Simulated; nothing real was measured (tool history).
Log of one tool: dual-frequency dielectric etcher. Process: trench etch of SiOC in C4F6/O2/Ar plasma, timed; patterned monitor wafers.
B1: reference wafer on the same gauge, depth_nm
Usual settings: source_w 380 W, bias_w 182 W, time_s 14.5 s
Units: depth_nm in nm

{"run": 1, "hour": 0.0, "source_w": 320, "bias_w": 182, "time_s": 14.5, "B1": 34.88, "depth_nm": 30}
{"run": 2, "hour": 90.3, "source_w": 320, "bias_w": 182, "time_s": 14.5, "B1": 34.88, "depth_nm": 29.7}
{"run": 3, "hour": 369.9, "source_w": 380, "bias_w": 209, "time_s": 14.5, "B1": 34.93, "depth_nm": 33.38}
{"run": 4, "hour": 435.8, "source_w": 380, "bias_w": 209, "time_s": 14.5, "B1": 34.94, "depth_nm": 33.24}
{"hour": 485.0, "done": "wet clean of the chamber"}
{"run": 5, "hour": 633.6, "source_w": 380, "bias_w": 182, "time_s": 16, "B1": 34.93, "depth_nm": 34.93}
{"run": 6, "hour": 708.4, "source_w": 380, "bias_w": 182, "time_s": 16, "B1": 34.9, "depth_nm": 34.95}
{"run": 7, "hour": 752.4, "source_w": 380, "bias_w": 182, "time_s": 14.5, "B1": 34.88, "depth_nm": 31.51}
{"run": 8, "hour": 932.7, "source_w": 380, "bias_w": 182, "time_s": 14.5, "B1": 34.91, "depth_nm": 31.51}
{"hour": 935.1, "done": "gauge calibrated"}
{"hour": 1011.2, "done": "wet clean of the chamber"}
{"run": 9, "hour": 1014.3, "source_w": 380, "bias_w": 163, "time_s": 14.5, "B1": 34.92, "depth_nm": 30.32}
{"run": 10, "hour": 1060.2, "source_w": 380, "bias_w": 163, "time_s": 14.5, "B1": 34.89, "depth_nm": 30.55}
{"run": 11, "hour": 1116.8, "source_w": 380, "bias_w": 163, "time_s": 14.5, "B1": 34.92, "depth_nm": 30.56}
{"run": 12, "hour": 1179.5, "source_w": 380, "bias_w": 182, "time_s": 14.5, "B1": 34.93, "depth_nm": 31.58}
{"hour": 1240.2, "done": "source power generator calibrated"}
{"run": 13, "hour": 1245.9, "source_w": 380, "bias_w": 182, "time_s": 14.5, "B1": 34.92, "depth_nm": 31.88}
{"run": 14, "hour": 1287.3, "source_w": 380, "bias_w": 182, "time_s": 14.5, "B1": 34.87, "depth_nm": 31.77}
{"run": 15, "hour": 1354.6, "source_w": 300, "bias_w": 200, "time_s": 16.5, "B1": 34.92, "depth_nm": 34.45}
{"run": 16, "hour": 1461.4, "source_w": 380, "bias_w": 182, "time_s": 14.5, "B1": 34.93, "depth_nm": 31.92}
{"hour": 1526.8, "done": "wet clean of the chamber"}
{"run": 17, "hour": 1557.4, "source_w": 380, "bias_w": 182, "time_s": 14.5, "B1": 34.93, "depth_nm": 31.97}
{"hour": 1596.5, "done": "upper electrode replaced"}
{"run": 18, "hour": 1624.2, "source_w": 310, "bias_w": 182, "time_s": 14.5, "B1": 34.91, "depth_nm": 29.78}
{"hour": 1679.7, "done": "source power generator calibrated, repeated, since the last time left the tool worse"}
{"run": 19, "hour": 1684.9, "source_w": 420, "bias_w": 182, "time_s": 17.5, "B1": 34.92, "depth_nm": 39.03}
{"run": 20, "hour": 1781.0, "source_w": 380, "bias_w": 198, "time_s": 18.5, "B1": 34.91, "depth_nm": 41.06}
{"hour": 1787.2, "done": "bias power generator calibrated"}
{"run": 21, "hour": 1885.9, "source_w": 440, "bias_w": 153, "time_s": 16, "B1": 34.86, "depth_nm": 34.18}
{"run": 22, "hour": 1971.4, "source_w": 380, "bias_w": 182, "time_s": 14.5, "B1": 34.88, "depth_nm": 31.35}
{"run": 23, "hour": 2028.0, "source_w": 350, "bias_w": 182, "time_s": 16.5, "B1": 34.9, "depth_nm": 34.62}
{"hour": 2077.8, "done": "wet clean of the chamber"}
{"run": 24, "hour": 2080.8, "source_w": 300, "bias_w": 202, "time_s": 11, "B1": 34.92, "depth_nm": 22.78}
{"run": 25, "hour": 2153.1, "source_w": 380, "bias_w": 220, "time_s": 11, "B1": 34.91, "depth_nm": 25.55}
{"run": 26, "hour": 2219.7, "source_w": 450, "bias_w": 209, "time_s": 16, "B1": 34.9, "depth_nm": 38.47}
{"run": 27, "hour": 2264.8, "source_w": 430, "bias_w": 153, "time_s": 11.5, "B1": 34.93, "depth_nm": 24.36}
{"run": 28, "hour": 2307.1, "source_w": 380, "bias_w": 182, "time_s": 14.5, "B1": 34.91, "depth_nm": 31.51}

The same runs without the tool's hidden state, with the same run-to-run variation:
The hidden state here: etch rate over this chamber's usual, %; source power that arrives over what is set, %; bias power that arrives over what is set, %; gauge reads high (%).
run=1 depth_nm=29.66
run=2 depth_nm=29.37
run=3 depth_nm=32.99
run=4 depth_nm=32.85
run=5 depth_nm=34.51
run=6 depth_nm=34.53
run=7 depth_nm=31.13
run=8 depth_nm=31.13
run=9 depth_nm=29.95
run=10 depth_nm=30.18
run=11 depth_nm=30.18
run=12 depth_nm=31.19
run=13 depth_nm=31.31
run=14 depth_nm=31.19
run=15 depth_nm=33.81
run=16 depth_nm=31.29
run=17 depth_nm=31.31
run=18 depth_nm=29.15
run=19 depth_nm=38.99
run=20 depth_nm=40.98
run=21 depth_nm=34.07
run=22 depth_nm=31.23
run=23 depth_nm=34.47
run=24 depth_nm=22.68
run=25 depth_nm=25.41
run=26 depth_nm=38.25
run=27 depth_nm=24.21
run=28 depth_nm=31.31
